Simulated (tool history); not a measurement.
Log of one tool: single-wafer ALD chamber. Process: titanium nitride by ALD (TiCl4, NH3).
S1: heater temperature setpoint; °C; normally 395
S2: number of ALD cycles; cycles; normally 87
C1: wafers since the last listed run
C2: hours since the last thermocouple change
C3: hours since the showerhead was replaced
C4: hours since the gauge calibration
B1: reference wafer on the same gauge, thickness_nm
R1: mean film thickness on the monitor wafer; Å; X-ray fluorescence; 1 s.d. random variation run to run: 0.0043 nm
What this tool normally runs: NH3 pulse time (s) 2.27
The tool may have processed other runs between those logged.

run 1 day=0 | S1=395 S2=87 NH3_pulse_time_(s)=2.72 | C1=0 C2=2601 C3=7831.4 C4=71.5 | B1=1.71 | R1=17.33
run 2 day=0.612 | S1=395 S2=87 NH3_pulse_time_(s)=2.72 | C1=42 C2=2615.7 C3=7846.1 C4=86.2 | B1=1.711 | R1=17.37
run 3 day=1.067 | S1=395 S2=87 NH3_pulse_time_(s)=2.72 | C1=31 C2=2626.6 C3=7857 C4=97.1 | B1=1.709 | R1=17.31
run 4 day=1.454 | S1=395 S2=87 NH3_pulse_time_(s)=1.7 | C1=26 C2=2635.9 C3=7866.3 C4=106.4 | B1=1.709 | R1=16.84
run 5 day=1.812 | S1=395 S2=87 NH3_pulse_time_(s)=1.7 | C1=24 C2=2644.5 C3=7874.9 C4=115 | B1=1.709 | R1=16.85
run 6 day=2.408 | S1=395 S2=87 NH3_pulse_time_(s)=2.27 | C1=41 C2=2658.8 C3=7889.2 C4=129.3 | B1=1.709 | R1=17.11
run 7 day=3.083 | S1=395 S2=87 NH3_pulse_time_(s)=2.27 | C1=46 C2=2675 C3=7905.4 C4=145.5 | B1=1.711 | R1=17.13
-- day=3.704 showerhead replaced
run 8 day=3.725 | S1=395 S2=87 NH3_pulse_time_(s)=2.27 | C1=21 C2=2690.4 C3=0.5 C4=160.9 | B1=1.709 | R1=17.1
run 9 day=3.871 | S1=395 S2=87 NH3_pulse_time_(s)=2.27 | C1=10 C2=2693.9 C3=4 C4=164.4 | B1=1.71 | R1=17.11
run 10 day=4.454 | S1=395 S2=87 NH3_pulse_time_(s)=2.27 | C1=40 C2=2707.9 C3=18 C4=178.4 | B1=1.71 | R1=17.16
run 11 day=4.721 | S1=395 S2=87 NH3_pulse_time_(s)=1.43 | C1=18 C2=2714.3 C3=24.4 C4=184.8 | B1=1.711 | R1=16.45
-- day=5.325 thermocouple changed; heater temperature recalibrated
run 12 day=5.354 | S1=381 S2=101 NH3_pulse_time_(s)=2.27 | C1=20 C2=0.7 C3=39.6 C4=200 | B1=1.71 | R1=19.64
run 13 day=5.717 | S1=405 S2=99 NH3_pulse_time_(s)=1.63 | C1=24 C2=9.4 C3=48.3 C4=208.7 | B1=1.71 | R1=19.27
run 14 day=6.129 | S1=395 S2=104 NH3_pulse_time_(s)=2.27 | C1=28 C2=19.3 C3=58.2 C4=218.6 | B1=1.71 | R1=20.48
run 15 day=6.775 | S1=395 S2=94 NH3_pulse_time_(s)=2.27 | C1=44 C2=34.8 C3=73.7 C4=234.1 | B1=1.711 | R1=18.52
-- day=6.867 gauge calibrated
run 16 day=7.183 | S1=388 S2=104 NH3_pulse_time_(s)=1.84 | C1=28 C2=44.6 C3=83.5 C4=7.6 | B1=1.71 | R1=20.09
run 17 day=7.675 | S1=395 S2=87 NH3_pulse_time_(s)=2.27 | C1=33 C2=56.4 C3=95.3 C4=19.4 | B1=1.71 | R1=17.17
run 18 day=8.042 | S1=395 S2=98 NH3_pulse_time_(s)=2.84 | C1=25 C2=65.2 C3=104.1 C4=28.2 | B1=1.71 | R1=19.54
run 19 day=8.333 | S1=384 S2=70 NH3_pulse_time_(s)=1.6 | C1=20 C2=72.2 C3=111.1 C4=35.2 | B1=1.711 | R1=13.24
run 20 day=8.738 | S1=395 S2=87 NH3_pulse_time_(s)=2.27 | C1=27 C2=81.9 C3=120.8 C4=44.9 | B1=1.71 | R1=17.15
run 21 day=9.188 | S1=395 S2=82 NH3_pulse_time_(s)=2.27 | C1=30 C2=92.7 C3=131.6 C4=55.7 | B1=1.71 | R1=16.15

Across each entry between runs, compare the hidden state at the last listed run before it with the hidden state at the first listed run after it:
After run 7, before run 8: showerhead replaced (day 3.704)
  no difference in the tool's unlogged condition between these two runs
After run 11, before run 12: thermocouple changed; heater temperature recalibrated (day 5.325)
  no difference in the tool's unlogged condition between these two runs
After run 15, before run 16: gauge calibrated (day 6.867)
  no difference in the tool's unlogged condition between these two runs
